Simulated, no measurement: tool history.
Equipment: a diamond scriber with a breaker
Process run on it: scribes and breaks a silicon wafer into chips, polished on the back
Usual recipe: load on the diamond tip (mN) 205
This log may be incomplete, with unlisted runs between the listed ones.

run    hour  load on the diamond tip (mN)  wafers since the last listed run  hours since the diamond tip was replaced  hours since the load on the tip was calibrated  incoming depth of the damage left on the back of the incoming wafer, um  depth of the median crack under the scribed line (nm)  chips rejected at inspection after the break (%)
  1       0                           189                                 0                                     807.1                                           128.7                                                                     0.03                                                  12030                                               1.4
       99.2  -- diamond tip replaced by a new one
  2    99.7                           189                               271                                       0.5                                           228.4                                                                     0.02                                                  12580                                              0.88
  3   158.7                           205                               163                                      59.5                                           287.4                                                                     0.02                                                  13400                                              0.54
  4   190.9                           205                                89                                      91.7                                           319.6                                                                     0.04                                                  13260                                               0.5
  5   367.4                           205                               489                                     268.2                                           496.1                                                                     0.05                                                  13080                                              0.59
  6   432.5                           205                               180                                     333.3                                           561.2                                                                     0.05                                                  13010                                              0.47
  7   475.2                           245                               118                                       376                                           603.9                                                                     0.03                                                  15000                                              1.84
  8   521.8                           245                               129                                     422.6                                           650.5                                                                     0.04                                                  14790                                              1.82
  9   553.9                           245                                89                                     454.7                                           682.6                                                                     0.03                                                  14640                                              1.63
 10   584.8                           205                                85                                     485.6                                           713.5                                                                     0.04                                                  13070                                              0.51
 11     631                           158                               128                                     531.8                                           759.7                                                                     0.04                                                  11000                                              3.94
      677.4  -- load on the tip recalibrated
 12   701.2                           158                               189                                       602                                            23.8                                                                     0.03                                                  10940                                              4.71
 13   752.3                           205                               141                                     653.1                                            74.9                                                                     0.05                                                  12680                                              0.57
 14   816.3                           205                               177                                     717.1                                           138.9                                                                     0.03                                                  12970                                              0.54
 15   861.5                           205                               125                                     762.3                                           184.1                                                                     0.02                                                  12710                                               0.6
 16   926.4                           253                               180                                     827.2                                             249                                                                     0.04                                                  14550                                              1.92
 17   995.1                           253                               190                                     895.9                                           317.7                                                                     0.04                                                  14670                                              1.72
 18  1042.9                           239                               132                                     943.7                                           365.5                                                                     0.05                                                  14040                                              0.88
 19  1070.5                           205                                76                                     971.3                                           393.1                                                                     0.02                                                  12680                                              0.78
 20  1132.5                           205                               172                                    1033.3                                           455.1                                                                     0.03                                                  12560                                              0.81
 21  1200.4                           238                               188                                    1101.2                                             523                                                                     0.03                                                  13840                                              0.75
     1253.7  -- diamond tip replaced by a new one
 22  1261.8                           255                               164                                       8.1                                           584.4                                                                     0.02                                                  15450                                              2.67
 23  1326.1                           205                               178                                      72.4                                           648.7                                                                     0.03                                                  13070                                              0.57
 24  1384.2                           185                               161                                     130.5                                           706.8                                                                     0.04                                                  12430                                              1.21
 25  1430.1                           178                               127                                     176.4                                           752.7                                                                     0.01                                                  12130                                              1.65
 26    1497                           146                               185                                     243.3                                           819.6                                                                     0.02                                                  10320                                              6.56
 27  1560.9                           205                               177                                     307.2                                           883.5                                                                     0.02                                                  13050                                              0.53
     1570.3  -- load on the tip recalibrated
 28  1614.4                           159                               142                                     360.7                                            44.1                                                                     0.04                                                  11000                                              4.14
 29  1801.6                           205                               519                                     547.9                                           231.3                                                                     0.02                                                  12910                                              0.55
 30  1832.8                           244                                86                                     579.1                                           262.5                                                                     0.03                                                  14630                                              1.68
 31  1889.1                           205                               156                                     635.4                                           318.8                                                                     0.04                                                  12940                                              0.59
 32  1932.9                           260                               121                                     679.2                                           362.6                                                                     0.03                                                  15120                                              2.86
 33  1996.6                           254                               176                                     742.9                                           426.3                                                                     0.04                                                  14980                                              1.92
 34  2049.2                           174                               145                                     795.5                                           478.9                                                                     0.05                                                  11530                                              2.79

How the hidden state differs across the entries between the runs, from the last listed run before each to the first after it:
After run 1, before run 2: diamond tip replaced by a new one (hour 99.2)
  share of the diamond tip's cutting effectiveness lost through wear, %: 4.62 -> 0.283
  difference, measured minus the result without the unlogged condition, depth of the median crack under the scribed line (nm): -380 -> -30; chips rejected at inspection after the break (%): +0.5 -> +0.03
After run 11, before run 12: load on the tip recalibrated (hour 677.4)
  share of the diamond tip's cutting effectiveness lost through wear, %: 2.23 -> 2.77
  difference, measured minus the result without the unlogged condition, depth of the median crack under the scribed line (nm): -170 -> -210; chips rejected at inspection after the break (%): +0.51 -> +0.74
After run 21, before run 22: diamond tip replaced by a new one (hour 1253.7)
  share of the diamond tip's cutting effectiveness lost through wear, %: 8.62 -> 0.127
  difference, measured minus the result without the unlogged condition, depth of the median crack under the scribed line (nm): -860 -> -10; chips rejected at inspection after the break (%): -0.96 -> -0.02
After run 27, before run 28: load on the tip recalibrated (hour 1570.3)
  share of the diamond tip's cutting effectiveness lost through wear, %: 0.775 -> 1.02
  difference, measured minus the result without the unlogged condition, depth of the median crack under the scribed line (nm): -60 -> -80; chips rejected at inspection after the break (%): +0 -> +0.26
